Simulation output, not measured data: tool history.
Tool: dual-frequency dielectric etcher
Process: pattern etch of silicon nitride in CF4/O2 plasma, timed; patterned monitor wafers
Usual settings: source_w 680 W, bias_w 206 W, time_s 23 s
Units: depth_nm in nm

run	hour	source_w	bias_w	time_s	wafers since the last listed run	hours since the last wet clean	hours since the last source power generator calibration	hours since the last bias power generator calibration	hours since the last upper electrode change	hours since the gauge calibration	read-back reference wafer on the same gauge, depth_nm	depth_nm
1	0	680	225	18.5	0	106	3904.4	4798	1883	143.4	63.8	54.7
2	27.9	680	225	18.5	389	133.9	3932.3	4825.9	1910.9	171.3	63.6	55
3	49.8	680	225	18.5	305	155.8	3954.2	4847.8	1932.8	193.2	63.7	54.7
4	64.7	680	206	23	207	170.7	3969.1	4862.7	1947.7	208.1	63.8	65.9
5	85.7	680	206	23	293	191.7	3990.1	4883.7	1968.7	229.1	63.7	65.5
6	108.2	680	206	23	314	214.2	4012.6	4906.2	1991.2	251.6	63.8	66.3
7	141.7	680	206	23	467	247.7	4046.1	4939.7	2024.7	285.1	63.8	66.5
8	163.2	680	206	23	300	269.2	4067.6	4961.2	2046.2	306.6	63.9	66.6
# hour 170.6: source power generator calibrated
9	176	680	206	23	122	282	5.4	4974	2059	319.4	63.8	66
10	192.2	680	206	23	226	298.2	21.6	4990.2	2075.2	335.6	63.8	66.9
# hour 224.5: wet clean of the chamber
11	225	630	176	23	122	0.5	54.4	5023	2108	368.4	63.6	57.3
12	240.3	680	206	20.5	213	15.8	69.7	5038.3	2123.3	383.7	63.8	58.1
13	253.8	560	220	17.5	188	29.3	83.2	5051.8	2136.8	397.2	63.8	42.5
# hour 265.2: gauge calibrated
14	271	600	169	18.5	240	46.5	100.4	5069	2154	5.8	63.8	43.6
15	288.5	620	178	17	244	64	117.9	5086.5	2171.5	23.3	63.7	41.6
16	301	680	206	23	174	76.5	130.4	5099	2184	35.8	63.8	65.3
# hour 348: upper electrode replaced
17	348.5	680	206	23	327	124	177.9	5146.5	0.5	83.3	63.7	65.3
18	348.8	680	206	23	4	124.3	178.2	5146.8	0.8	83.6	63.7	65.5
19	382.4	540	251	28.5	468	157.9	211.8	5180.4	34.4	117.2	63.9	71.7
# hour 400.4: bias power generator calibrated
20	400.9	680	206	23	202	176.4	230.3	0.5	52.9	135.7	63.8	65.9
21	416.6	790	257	28.5	219	192.1	246	16.2	68.6	151.4	63.8	102.4
22	519.9	730	192	25	1441	295.4	349.3	119.5	171.9	254.7	63.9	75.3

The next listed run, before its measurement:
23	535.2	510	165	26.5	213	310.7	364.6	134.8	187.2	270	?	?

{"run 23": {"read-back reference wafer on the same gauge, depth_nm": 64, "depth_nm": 53.8}}
Without the tool's hidden state the same run would have given depth_nm 52.7 nm.
